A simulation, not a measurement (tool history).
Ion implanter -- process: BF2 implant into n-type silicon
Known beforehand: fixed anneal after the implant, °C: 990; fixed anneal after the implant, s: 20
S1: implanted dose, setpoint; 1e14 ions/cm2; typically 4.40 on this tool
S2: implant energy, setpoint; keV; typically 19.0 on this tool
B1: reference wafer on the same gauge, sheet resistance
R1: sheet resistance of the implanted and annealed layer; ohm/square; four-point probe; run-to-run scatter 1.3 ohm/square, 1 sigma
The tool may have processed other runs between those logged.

| run | day | S1 | S2 | B1 | R1 |
|---|---|---|---|---|---|
| 1 | 0.000 | 4.40 | 19.0 | 269.19 | 283.60 |
| 2 | 3.496 | 4.40 | 19.0 | 268.95 | 281.02 |
| 3 | 6.217 | 5.17 | 19.0 | 269.14 | 246.93 |
| 4 | 8.800 | 5.17 | 19.0 | 269.14 | 252.06 |
| 5 | 10.242 | 3.74 | 19.0 | 269.02 | 306.00 |
| 6 | 11.429 | 4.40 | 19.0 | 269.48 | 276.82 |
| 7 | 13.700 | 4.40 | 19.0 | 269.47 | 274.36 |
| 8 | 15.521 | 4.40 | 19.0 | 269.33 | 277.35 |
| 9 | 17.446 | 4.40 | 19.0 | 269.09 | 275.32 |
| 10 | 19.321 | 4.40 | 19.0 | 268.98 | 276.39 |
| 11 | 22.096 | 4.40 | 19.0 | 268.41 | 280.71 |
| 12 | 23.442 | 4.40 | 19.0 | 268.83 | 278.15 |
| 13 | 25.779 | 4.40 | 19.0 | 269.18 | 281.80 |
| 14 | 28.504 | 4.40 | 19.0 | 268.39 | 279.04 |
| 15 | 30.096 | 4.40 | 19.0 | 269.15 | 280.10 |
| 16 | 32.067 | 4.40 | 19.0 | 268.83 | 281.31 |
| 17 | 33.546 | 5.44 | 19.0 | 268.74 | 245.51 |
| 18 | 35.233 | 5.44 | 19.0 | 269.14 | 248.26 |
| 19 | 37.996 | 3.70 | 19.0 | 269.22 | 317.44 |
| 20 | 40.454 | 3.66 | 19.0 | 268.92 | 317.50 |
| 21 | 43.029 | 5.57 | 24.5 | 268.74 | 227.43 |
| 22 | 45.942 | 5.61 | 16.5 | 268.79 | 253.00 |
| 23 | 47.962 | 4.40 | 19.0 | 268.37 | 281.18 |
| 24 | 50.033 | 5.37 | 15.5 | 269.18 | 262.88 |
| 25 | 51.642 | 3.77 | 21.0 | 268.81 | 312.39 |
| 26 | 54.538 | 4.40 | 17.0 | 269.36 | 280.07 |
| 27 | 56.738 | 5.68 | 23.0 | 268.97 | 223.62 |
| 28 | 58.633 | 5.37 | 15.5 | 269.08 | 260.30 |
| 29 | 60.575 | 5.44 | 19.0 | 269.49 | 243.95 |
| 30 | 61.846 | 3.81 | 19.0 | 268.42 | 303.78 |
| 31 | 64.842 | 3.60 | 21.5 | 268.99 | 313.03 |
| 32 | 67.104 | 4.81 | 16.5 | 268.74 | 272.50 |
| 33 | 68.921 | 3.90 | 19.0 | 268.85 | 299.73 |
| 34 | 70.812 | 3.90 | 19.0 | 268.94 | 302.76 |
| 35 | 72.275 | 4.40 | 19.0 | 269.18 | 277.81 |
| 36 | 73.462 | 3.72 | 25.0 | 268.99 | 299.10 |
| 37 | 76.396 | 4.40 | 15.0 | 268.61 | 292.46 |

Not shown: 4 entries that the log had between the listed runs. Between which runs, and how does the tool's hidden state differ before and after?
Logged between run 2 and run 3: Faraday cup replaced and dose calibrated (day 6.150)
  deviation of the true dose from the Faraday cup's reading, %: -5.49 -> -0.0506
  measured minus no-state result, R1: +10.14 -> +0.07 ohm/square
Logged between run 19 and run 20: gauge calibrated (day 39.104)
  deviation of the true dose from the Faraday cup's reading, %: -4.4 -> -4.52
  measured minus no-state result, R1: +10.16 -> +10.49 ohm/square
Logged between run 22 and run 23: extraction supply calibrated (day 47.942)
  deviation of the true dose from the Faraday cup's reading, %: -4.72 -> -4.78
  measured minus no-state result, R1: +5.77 -> +8.80 ohm/square
Logged between run 25 and run 26: Faraday cup replaced and dose calibrated (day 52.388)
  deviation of the true dose from the Faraday cup's reading, %: -4.88 -> 0.0692
  measured minus no-state result, R1: +11.44 -> -0.12 ohm/square
